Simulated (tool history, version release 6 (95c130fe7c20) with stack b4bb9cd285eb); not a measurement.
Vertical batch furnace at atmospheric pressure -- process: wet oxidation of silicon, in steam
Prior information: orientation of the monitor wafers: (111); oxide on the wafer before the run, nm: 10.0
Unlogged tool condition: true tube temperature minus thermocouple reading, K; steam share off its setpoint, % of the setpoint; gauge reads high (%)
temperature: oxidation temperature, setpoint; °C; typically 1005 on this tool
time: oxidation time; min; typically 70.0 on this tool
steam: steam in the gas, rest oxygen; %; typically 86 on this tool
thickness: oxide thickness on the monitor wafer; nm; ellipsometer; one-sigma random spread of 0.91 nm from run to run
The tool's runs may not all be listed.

run   hour  temperature  time  steam  wafers since the last listed run  hours since the last temperature calibration  hours since the steam generator was serviced  hours since the gauge calibration  read-back reference wafer on the same gauge, thickness  thickness
  1    0.0         1005  70.0     86                                 0                                        2866.4                                        2421.3                              113.7                                                  460.99     439.05
  2   26.8         1005  70.0     86                               276                                        2893.2                                        2448.1                              140.5                                                  460.95     437.63
  3   51.0         1005  70.0     86                               250                                        2917.4                                        2472.3                              164.7                                                  460.91     437.62
  4   66.0         1020  70.0     86                               155                                        2932.4                                        2487.3                              179.7                                                  460.95     472.93
  5   99.7         1020  70.0     86                               348                                        2966.1                                        2521.0                              213.4                                                  460.76     473.12
  6  123.6         1020  70.0     86                               246                                        2990.0                                        2544.9                              237.3                                                  461.23     471.10
     178.0  -- thermocouples replaced and temperature profile calibrated
  7  178.5         1005  47.5     86                               319                                           0.5                                        2599.8                              292.2                                                  460.94     344.23
  8  183.6         1005  47.5     86                                52                                           5.6                                        2604.9                              297.3                                                  460.98     343.76
  9  198.5         1005  47.5     86                               153                                          20.5                                        2619.8                              312.2                                                  460.78     343.56
 10  223.6         1005  70.0     86                               259                                          45.6                                        2644.9                              337.3                                                  460.89     437.76
 11  239.7         1012  70.0     97                               166                                          61.7                                        2661.0                              353.4                                                  460.88     487.29
 12  254.1         1015  92.0     90                               148                                          76.1                                        2675.4                              367.8                                                  460.80     554.03
     282.6  -- steam generator serviced
 13  283.1         1021  70.0     97                                51                                         105.1                                           0.5                              396.8                                                  460.96     537.62
     288.6  -- gauge calibrated
 14  307.0         1005  88.0     86                               246                                         129.0                                          24.4                               18.4                                                  460.80     527.51
 15  335.3         1005  70.0     86                               292                                         157.3                                          52.7                               46.7                                                  460.94     463.41
 16  360.7         1005  70.0     86                               262                                         182.7                                          78.1                               72.1                                                  461.15     460.35
 17  389.9         1005  56.5     79                               301                                         211.9                                         107.3                              101.3                                                  460.98     384.39
 18  418.9         1024  92.5     91                               299                                         240.9                                         136.3                              130.3                                                  461.21     612.88
 19  445.9          996  93.5     97                               279                                         267.9                                         163.3                              157.3                                                  461.18     561.11
 20  472.9         1005  70.0     86                               279                                         294.9                                         190.3                              184.3                                                  461.02     459.87

Hidden state at the last listed run before each entry between runs and at the first one after, where it differs:
Runs 6 to 7: thermocouples replaced and temperature profile calibrated (hour 178.0)
  steam share off its setpoint, % of the setpoint: -8.98 -> -9.16
  the result without the hidden state subtracted from the measured one, thickness: -26.74 -> -21.20 nm
Runs 12 to 13: steam generator serviced (hour 282.6)
  steam share off its setpoint, % of the setpoint: -9.41 -> -0.37
  the result without the hidden state subtracted from the measured one, thickness: -32.66 -> -1.16 nm
Runs 13 to 14: gauge calibrated (hour 288.6)
  steam share off its setpoint, % of the setpoint: -0.37 -> -0.45
  the result without the hidden state subtracted from the measured one, thickness: -1.16 -> -1.41 nm
